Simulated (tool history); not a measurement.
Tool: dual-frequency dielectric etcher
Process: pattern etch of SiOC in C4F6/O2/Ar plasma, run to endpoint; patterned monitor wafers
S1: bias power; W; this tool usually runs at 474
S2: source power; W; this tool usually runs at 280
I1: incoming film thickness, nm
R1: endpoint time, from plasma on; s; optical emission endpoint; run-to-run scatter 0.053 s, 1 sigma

| run | day | S1 | S2 | I1 | R1 |
|---|---|---|---|---|---|
| 1 | 0.000 | 474 | 250 | 48.20 | 18.5 |
| 2 | 0.321 | 474 | 250 | 48.04 | 18.4 |
| 3 | 0.900 | 474 | 250 | 48.22 | 18.5 |
| 4 | 1.633 | 474 | 280 | 48.21 | 18.1 |
| 5 | 3.800 | 474 | 280 | 47.85 | 17.9 |
|  | 4.192 | bias power generator calibrated |
| 6 | 4.212 | 474 | 280 | 48.29 | 18.1 |
| 7 | 4.521 | 398 | 310 | 47.81 | 18.7 |
| 8 | 4.838 | 549 | 310 | 48.15 | 16.4 |
| 9 | 5.262 | 549 | 310 | 47.88 | 16.5 |
| 10 | 5.529 | 549 | 310 | 48.31 | 16.5 |
| 11 | 6.233 | 474 | 250 | 48.34 | 18.6 |
|  | 6.742 | source power generator calibrated |
| 12 | 6.858 | 474 | 260 | 47.76 | 18.4 |
|  | 7.958 | upper electrode replaced |
| 13 | 7.979 | 474 | 210 | 48.03 | 19.3 |
| 14 | 7.992 | 372 | 240 | 47.48 | 20.5 |
|  | 9.092 | wet clean of the chamber |
| 15 | 9.112 | 474 | 310 | 48.19 | 17.2 |
| 16 | 9.125 | 441 | 350 | 48.10 | 17.1 |
| 17 | 9.138 | 568 | 320 | 47.91 | 15.7 |
| 18 | 9.500 | 545 | 230 | 48.02 | 17.4 |
| 19 | 10.058 | 383 | 220 | 47.57 | 20.1 |
| 20 | 10.675 | 413 | 210 | 48.31 | 20.1 |
| 21 | 11.417 | 474 | 280 | 48.41 | 17.9 |

What if the next run were any one of these 3? Each begins from the tool's condition after run 21:
| A | 11.433 | 474 | 300 | 47.92 | ? |
| B | 11.433 | 554 | 260 | 47.92 | ? |
| C | 11.433 | 588 | 240 | 47.92 | ? |

| run | R1 |
|---|---|
| A | 17.3 |
| B | 16.8 |
| C | 16.7 |
Without the tool's unlogged condition, the same runs would have read:
| run | R1 |
|---|---|
| A | 17.3 |
| B | 16.8 |
| C | 16.7 |

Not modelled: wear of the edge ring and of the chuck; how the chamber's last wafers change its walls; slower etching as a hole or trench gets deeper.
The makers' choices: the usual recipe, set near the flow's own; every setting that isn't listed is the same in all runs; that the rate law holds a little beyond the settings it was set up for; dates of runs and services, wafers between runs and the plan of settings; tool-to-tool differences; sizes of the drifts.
